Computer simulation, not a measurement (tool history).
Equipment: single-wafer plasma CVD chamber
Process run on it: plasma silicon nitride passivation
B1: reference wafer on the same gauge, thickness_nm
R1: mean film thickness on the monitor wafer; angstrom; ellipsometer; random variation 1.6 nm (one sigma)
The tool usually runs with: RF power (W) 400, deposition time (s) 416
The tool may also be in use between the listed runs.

{"run": 1, "day": 0.0, "RF power (W)": 400, "deposition time (s)": 416, "B1": 494.197, "R1": 5643.77}
{"run": 2, "day": 0.592, "RF power (W)": 375, "deposition time (s)": 416, "B1": 493.757, "R1": 5554.09}
{"run": 3, "day": 1.246, "RF power (W)": 375, "deposition time (s)": 416, "B1": 493.924, "R1": 5559.6}
{"run": 4, "day": 1.738, "RF power (W)": 400, "deposition time (s)": 416, "B1": 493.963, "R1": 5668.31}
{"run": 5, "day": 1.992, "RF power (W)": 380, "deposition time (s)": 457, "B1": 494.227, "R1": 6141.93}
{"run": 6, "day": 2.696, "RF power (W)": 380, "deposition time (s)": 457, "B1": 494.301, "R1": 6112.2}
{"day": 3.212, "done": "gauge calibrated"}
{"run": 7, "day": 3.329, "RF power (W)": 380, "deposition time (s)": 457, "B1": 493.921, "R1": 6149.18}
{"run": 8, "day": 3.825, "RF power (W)": 400, "deposition time (s)": 416, "B1": 494, "R1": 5632.79}
{"run": 9, "day": 4.104, "RF power (W)": 400, "deposition time (s)": 416, "B1": 494.159, "R1": 5618.87}
{"run": 10, "day": 4.596, "RF power (W)": 400, "deposition time (s)": 416, "B1": 494.092, "R1": 5659.74}
{"run": 11, "day": 5.312, "RF power (W)": 380, "deposition time (s)": 457, "B1": 494.157, "R1": 6143.97}
{"run": 12, "day": 5.688, "RF power (W)": 350, "deposition time (s)": 356, "B1": 494.164, "R1": 4659.36}
{"run": 13, "day": 6.158, "RF power (W)": 470, "deposition time (s)": 371, "B1": 493.65, "R1": 5230.91}
{"day": 6.842, "done": "showerhead replaced"}
{"day": 6.9, "done": "RF generator calibrated"}
{"run": 14, "day": 6.921, "RF power (W)": 325, "deposition time (s)": 467, "B1": 494.215, "R1": 6066.18}
{"run": 15, "day": 7.171, "RF power (W)": 420, "deposition time (s)": 441, "B1": 493.971, "R1": 6077.78}
{"run": 16, "day": 7.554, "RF power (W)": 475, "deposition time (s)": 462, "B1": 494.235, "R1": 6532.67}
{"run": 17, "day": 8.638, "RF power (W)": 400, "deposition time (s)": 389, "B1": 494.191, "R1": 5265.67}
{"day": 8.662, "done": "gauge calibrated"}
{"run": 18, "day": 9.354, "RF power (W)": 400, "deposition time (s)": 453, "B1": 494.05, "R1": 6183.16}
{"run": 19, "day": 9.779, "RF power (W)": 420, "deposition time (s)": 441, "B1": 493.924, "R1": 6047.59}
{"run": 20, "day": 10.458, "RF power (W)": 465, "deposition time (s)": 377, "B1": 494.065, "R1": 5282.03}

3 ways to go on from here, each from the tool as it stands after run 20. What would each give?
{"run": "A", "day": 10.479, "RF power (W)": 400, "deposition time (s)": 416, "B1": "?", "R1": "?"}
{"run": "B", "day": 10.479, "RF power (W)": 450, "deposition time (s)": 389, "B1": "?", "R1": "?"}
{"run": "C", "day": 10.479, "RF power (W)": 455, "deposition time (s)": 486, "B1": "?", "R1": "?"}

run=A B1=494.153 R1=5659.67
run=B B1=494.153 R1=5438.07
run=C B1=494.153 R1=6811.68
With no hidden state in the tool, these same runs would have given:
run=A R1=5659.67
run=B R1=5438.07
run=C R1=6811.68
